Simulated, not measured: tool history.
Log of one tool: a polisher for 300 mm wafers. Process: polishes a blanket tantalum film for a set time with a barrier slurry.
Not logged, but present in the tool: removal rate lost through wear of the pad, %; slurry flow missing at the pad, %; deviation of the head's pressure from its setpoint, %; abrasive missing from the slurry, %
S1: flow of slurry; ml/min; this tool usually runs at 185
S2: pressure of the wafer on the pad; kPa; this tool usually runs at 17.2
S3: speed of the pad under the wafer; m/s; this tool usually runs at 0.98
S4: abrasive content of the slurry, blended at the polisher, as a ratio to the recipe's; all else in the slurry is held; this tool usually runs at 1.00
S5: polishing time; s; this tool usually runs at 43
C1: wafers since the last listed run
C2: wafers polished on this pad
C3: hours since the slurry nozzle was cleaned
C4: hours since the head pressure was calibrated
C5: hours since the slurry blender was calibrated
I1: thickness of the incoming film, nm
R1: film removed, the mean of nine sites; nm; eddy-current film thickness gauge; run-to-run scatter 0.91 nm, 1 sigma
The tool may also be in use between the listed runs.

| run | day | S1 | S2 | S3 | S4 | S5 | C1 | C2 | C3 | C4 | C5 | I1 | R1 |
|---|---|---|---|---|---|---|---|---|---|---|---|---|---|
| 1 | 0.000 | 185 | 17.2 | 0.98 | 1.00 | 43 | 0 | 5 | 255.1 | 201.6 | 210.7 | 248.2 | 82.1 |
| 2 | 2.638 | 185 | 17.2 | 0.98 | 1.00 | 43 | 666 | 672 | 318.4 | 264.9 | 274.0 | 254.5 | 79.6 |
| 3 | 4.542 | 185 | 17.2 | 0.98 | 1.00 | 43 | 481 | 1153 | 364.1 | 310.6 | 319.7 | 246.4 | 80.2 |
|  | 5.596 | slurry blender recalibrated |
| 4 | 7.238 | 185 | 17.2 | 0.98 | 1.00 | 43 | 660 | 1814 | 428.8 | 375.3 | 39.4 | 245.3 | 77.0 |
| 5 | 8.325 | 145 | 17.2 | 0.98 | 1.15 | 43 | 274 | 2089 | 454.9 | 401.4 | 65.5 | 249.3 | 80.1 |
| 6 | 10.954 | 145 | 17.2 | 0.98 | 1.15 | 43 | 664 | 2754 | 518.0 | 464.5 | 128.6 | 246.2 | 77.3 |
| 7 | 12.446 | 145 | 17.2 | 0.98 | 1.15 | 43 | 377 | 3131 | 553.8 | 500.3 | 164.4 | 252.2 | 75.4 |
|  | 13.742 | slurry nozzle cleaned |
|  | 14.438 | worn pad replaced by a new one, of another model than before |
| 8 | 14.712 | 185 | 17.2 | 0.98 | 1.00 | 43 | 520 | 69 | 23.3 | 554.7 | 218.8 | 251.7 | 80.0 |
|  | 16.017 | head pressure recalibrated |
| 9 | 17.112 | 185 | 17.2 | 0.98 | 1.00 | 36 | 585 | 655 | 80.9 | 26.3 | 276.4 | 244.8 | 65.6 |
| 10 | 18.838 | 185 | 17.2 | 0.98 | 1.00 | 36 | 436 | 1091 | 122.3 | 67.7 | 317.8 | 250.6 | 64.8 |
| 11 | 21.833 | 185 | 17.2 | 0.98 | 1.00 | 43 | 757 | 1849 | 194.2 | 139.6 | 389.7 | 248.3 | 76.1 |
|  | 22.833 | slurry blender recalibrated |
| 12 | 22.954 | 185 | 17.2 | 0.98 | 1.00 | 43 | 262 | 2111 | 221.1 | 166.5 | 2.9 | 247.2 | 76.1 |
| 13 | 25.775 | 185 | 12.4 | 1.12 | 1.00 | 43 | 713 | 2824 | 288.8 | 234.2 | 70.6 | 245.6 | 71.5 |
| 14 | 28.067 | 185 | 21.4 | 1.26 | 1.00 | 57 | 579 | 3404 | 343.8 | 289.2 | 125.6 | 253.7 | 138.0 |
|  | 28.892 | worn pad replaced by a new one |
| 15 | 30.021 | 185 | 17.2 | 0.98 | 1.00 | 43 | 451 | 285 | 390.7 | 336.1 | 172.5 | 244.6 | 80.0 |
| 16 | 36.904 | 185 | 17.2 | 0.98 | 1.00 | 43 | 1740 | 2026 | 555.9 | 501.3 | 337.7 | 249.5 | 76.7 |
|  | 38.717 | slurry blender recalibrated |
|  | 40.200 | slurry nozzle cleaned |
| 17 | 40.442 | 185 | 17.2 | 0.98 | 1.00 | 30 | 862 | 2889 | 5.8 | 586.2 | 41.4 | 252.1 | 51.3 |
| 18 | 41.512 | 185 | 17.2 | 0.98 | 1.00 | 43 | 270 | 3160 | 31.5 | 611.9 | 67.1 | 252.2 | 73.8 |
|  | 43.033 | head pressure recalibrated |
| 19 | 44.062 | 165 | 17.2 | 1.16 | 0.90 | 57 | 623 | 3783 | 92.7 | 24.7 | 128.3 | 250.4 | 106.3 |
|  | 44.667 | worn pad replaced by a new one |
| 20 | 45.558 | 185 | 17.2 | 0.98 | 1.00 | 43 | 336 | 225 | 128.6 | 60.6 | 164.2 | 250.6 | 80.8 |
| 21 | 48.371 | 215 | 17.2 | 0.98 | 1.00 | 43 | 711 | 936 | 196.1 | 128.1 | 231.7 | 253.3 | 82.0 |
| 22 | 49.846 | 185 | 17.2 | 0.98 | 1.00 | 43 | 372 | 1309 | 231.5 | 163.5 | 267.1 | 245.9 | 80.0 |
| 23 | 51.308 | 155 | 15.2 | 0.98 | 1.00 | 56 | 369 | 1679 | 266.6 | 198.6 | 302.2 | 251.7 | 89.6 |
| 24 | 54.133 | 185 | 19.3 | 0.98 | 1.00 | 43 | 714 | 2393 | 334.4 | 266.4 | 370.0 | 249.6 | 80.7 |
| 25 | 55.917 | 185 | 17.2 | 0.98 | 1.00 | 43 | 450 | 2844 | 377.2 | 309.2 | 412.8 | 247.0 | 76.1 |
|  | 56.204 | slurry blender recalibrated |
| 26 | 57.971 | 220 | 17.2 | 0.98 | 0.75 | 31 | 498 | 3342 | 426.5 | 358.5 | 42.4 | 250.2 | 48.1 |
| 27 | 60.467 | 185 | 17.2 | 0.98 | 1.00 | 55 | 631 | 3973 | 486.4 | 418.4 | 102.3 | 245.4 | 93.5 |
|  | 62.275 | worn pad replaced by a new one |
| 28 | 64.233 | 185 | 17.2 | 0.66 | 1.00 | 43 | 910 | 495 | 576.8 | 508.8 | 192.7 | 247.5 | 54.2 |
|  | 65.712 | slurry nozzle cleaned |
| 29 | 65.733 | 185 | 17.2 | 0.66 | 1.00 | 43 | 368 | 864 | 0.5 | 544.8 | 228.7 | 248.4 | 53.6 |
|  | 66.888 | head pressure recalibrated |
| 30 | 67.167 | 185 | 17.2 | 0.88 | 1.00 | 43 | 341 | 1205 | 34.9 | 6.7 | 263.1 | 246.9 | 69.9 |
| 31 | 69.079 | 185 | 17.2 | 0.98 | 1.00 | 43 | 483 | 1689 | 80.8 | 52.6 | 309.0 | 248.7 | 76.4 |

Each row is a separate what-if for the run after 31, all from the same tool condition, not one after another. Results?
| A | 69.096 | 185 | 17.2 | 0.98 | 1.00 | 43 | 4 | 1693 | 81.2 | 53.0 | 309.4 | 252.2 | ? |
| B | 69.096 | 150 | 21.4 | 0.98 | 1.00 | 32 | 4 | 1693 | 81.2 | 53.0 | 309.4 | 252.2 | ? |
| C | 69.096 | 135 | 17.2 | 1.28 | 1.00 | 43 | 4 | 1693 | 81.2 | 53.0 | 309.4 | 252.2 | ? |

| run | R1 |
|---|---|
| A | 77.5 |
| B | 61.8 |
| C | 92.8 |
Take away the tool's hidden state, keep each run's random variation, and the runs would have read:
| run | R1 |
|---|---|
| A | 82.4 |
| B | 65.7 |
| C | 98.6 |
